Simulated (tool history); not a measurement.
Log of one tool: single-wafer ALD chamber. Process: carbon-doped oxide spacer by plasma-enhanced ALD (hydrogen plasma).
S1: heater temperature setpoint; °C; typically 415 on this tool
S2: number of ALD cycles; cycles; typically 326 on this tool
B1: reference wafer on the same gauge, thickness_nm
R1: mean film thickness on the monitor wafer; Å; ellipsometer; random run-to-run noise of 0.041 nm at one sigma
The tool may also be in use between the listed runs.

run 1 hour=0.0 | S1=407 S2=368 | B1=15.895 | R1=187.03
run 2 hour=28.2 | S1=407 S2=368 | B1=15.897 | R1=186.99
run 3 hour=48.5 | S1=407 S2=368 | B1=15.896 | R1=187.70
-- hour=89.7 gauge calibrated
run 4 hour=105.3 | S1=415 S2=286 | B1=15.902 | R1=140.95
run 5 hour=135.9 | S1=415 S2=297 | B1=15.896 | R1=146.72
run 6 hour=151.6 | S1=415 S2=297 | B1=15.914 | R1=147.27
run 7 hour=166.4 | S1=415 S2=297 | B1=15.902 | R1=146.89
run 8 hour=197.3 | S1=415 S2=326 | B1=15.910 | R1=161.22
run 9 hour=211.1 | S1=415 S2=326 | B1=15.895 | R1=161.40
run 10 hour=233.1 | S1=415 S2=326 | B1=15.898 | R1=161.82
run 11 hour=248.8 | S1=415 S2=326 | B1=15.896 | R1=161.79
run 12 hour=280.3 | S1=424 S2=326 | B1=15.889 | R1=156.68
run 13 hour=313.4 | S1=424 S2=326 | B1=15.904 | R1=157.52
run 14 hour=394.4 | S1=404 S2=375 | B1=15.894 | R1=192.24
run 15 hour=418.8 | S1=415 S2=326 | B1=15.892 | R1=161.29
run 16 hour=450.8 | S1=415 S2=326 | B1=15.908 | R1=161.66
run 17 hour=469.2 | S1=406 S2=326 | B1=15.902 | R1=166.15
run 18 hour=496.3 | S1=428 S2=378 | B1=15.898 | R1=178.65
run 19 hour=567.0 | S1=410 S2=353 | B1=15.894 | R1=177.71
run 20 hour=592.4 | S1=415 S2=275 | B1=15.898 | R1=136.08
-- hour=612.9 gauge calibrated
run 21 hour=624.3 | S1=409 S2=384 | B1=15.894 | R1=193.51
-- hour=639.4 thermocouple changed; heater temperature recalibrated
run 22 hour=657.5 | S1=422 S2=265 | B1=15.905 | R1=130.50
run 23 hour=685.8 | S1=402 S2=287 | B1=15.898 | R1=150.50
run 24 hour=712.0 | S1=415 S2=326 | B1=15.900 | R1=163.61
run 25 hour=741.0 | S1=406 S2=343 | B1=15.901 | R1=176.79
run 26 hour=761.7 | S1=415 S2=326 | B1=15.907 | R1=163.92
run 27 hour=780.4 | S1=409 S2=305 | B1=15.900 | R1=155.78
run 28 hour=805.6 | S1=409 S2=306 | B1=15.905 | R1=156.37
run 29 hour=825.9 | S1=401 S2=380 | B1=15.891 | R1=198.24
run 30 hour=853.6 | S1=415 S2=326 | B1=15.909 | R1=163.41

Predict each of these 3 candidate next runs independently; none follows another, all start after run 30:
run A hour=854.5 | S1=429 S2=326 | B1=? | R1=?
run B hour=854.5 | S1=411 S2=298 | B1=? | R1=?
run C hour=854.5 | S1=426 S2=383 | B1=? | R1=?

run=A B1=15.895 R1=155.79
run=B B1=15.895 R1=151.01
run=C B1=15.895 R1=184.87
With no hidden state in the tool, these same runs would have given:
run=A R1=156.87
run=B R1=152.00
run=C R1=186.14

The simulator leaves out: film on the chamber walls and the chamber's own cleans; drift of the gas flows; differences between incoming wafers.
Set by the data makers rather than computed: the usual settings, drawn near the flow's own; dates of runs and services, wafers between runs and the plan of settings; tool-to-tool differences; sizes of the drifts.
